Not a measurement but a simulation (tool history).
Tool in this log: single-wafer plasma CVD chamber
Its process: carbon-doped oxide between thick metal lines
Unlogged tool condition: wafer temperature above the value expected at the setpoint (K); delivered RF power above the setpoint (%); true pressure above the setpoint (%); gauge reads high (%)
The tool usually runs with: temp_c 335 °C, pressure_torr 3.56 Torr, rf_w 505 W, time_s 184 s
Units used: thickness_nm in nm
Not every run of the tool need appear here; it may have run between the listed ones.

run	hour	temp_c	pressure_torr	rf_w	time_s	wafers since the last listed run	hours since the last thermocouple change	hours since the last RF generator calibration	hours since the last manometer calibration	hours since the showerhead was replaced	hours since the gauge calibration	read-back reference wafer on the same gauge, thickness_nm	thickness_nm
1	0	335	3.56	505	168	0	1740.6	1142.2	767.2	6321.9	437.2	972.472	800.234
2	22.5	335	3.56	505	184	204	1763.1	1164.7	789.7	6344.4	459.7	972.611	877.578
3	55.4	335	3.56	505	184	299	1796	1197.6	822.6	6377.3	492.6	972.615	872.997
4	77.7	335	3.56	505	184	202	1818.3	1219.9	844.9	6399.6	514.9	972.618	873.528
5	106.1	335	3.56	505	184	258	1846.7	1248.3	873.3	6428	543.3	973.296	873.633
6	125.8	335	3.56	505	184	179	1866.4	1268	893	6447.7	563	972.753	870.235
# hour 173.3: gauge calibrated
7	215	335	3.56	505	184	810	1955.6	1357.2	982.2	6536.9	41.7	973.284	870.371
# hour 230.1: showerhead replaced, of another model than before
# hour 234.4: thermocouple changed; heater temperature recalibrated
8	237.3	335	2.9	505	184	90	2.9	1379.5	1004.5	7.2	64	973.843	827.56
# hour 247.2: RF generator calibrated
# hour 260.4: capacitance manometer re-zeroed and calibrated
9	271.2	335	2.9	505	184	162	36.8	24	10.8	41.1	97.9	974.002	872.093
10	284.9	335	3.21	580	184	124	50.5	37.7	24.5	54.8	111.6	973.142	962.88
11	316.5	339	4.02	445	217	287	82.1	69.3	56.1	86.4	143.2	973.44	991.258
12	350.6	335	3.56	505	184	309	116.2	103.4	90.2	120.5	177.3	973.801	900.277
13	363.2	324	3.96	555	206	114	128.8	116	102.8	133.1	189.9	972.836	1122.648
14	394.6	335	4.42	590	166	285	160.2	147.4	134.2	164.5	221.3	973.671	921.392
15	417.4	335	3.56	505	168	207	183	170.2	157	187.3	244.1	974.426	818.188
16	439.8	335	3.92	455	163	203	205.4	192.6	179.4	209.7	266.5	972.847	759.834
17	456.4	335	3.11	505	184	150	222	209.2	196	226.3	283.1	973.768	876.992
18	471.3	344	2.78	560	197	135	236.9	224.1	210.9	241.2	298	972.098	965.903

Predict each of these 3 candidate next runs independently; none follows another, all start after run 18:
A	471.8	335	3.56	505	184	4	237.4	224.6	211.4	241.7	298.5	?	?
B	471.8	335	3.95	575	156	4	237.4	224.6	211.4	241.7	298.5	?	?
C	471.8	348	2.69	505	184	4	237.4	224.6	211.4	241.7	298.5	?	?

run	read-back reference wafer on the same gauge, thickness_nm	thickness_nm
A	972.932	895.528
B	972.932	836.125
C	972.932	835.368
Had the tool no hidden state, the same runs would have come out as:
run	thickness_nm
A	905.98
B	845.483
C	845.117

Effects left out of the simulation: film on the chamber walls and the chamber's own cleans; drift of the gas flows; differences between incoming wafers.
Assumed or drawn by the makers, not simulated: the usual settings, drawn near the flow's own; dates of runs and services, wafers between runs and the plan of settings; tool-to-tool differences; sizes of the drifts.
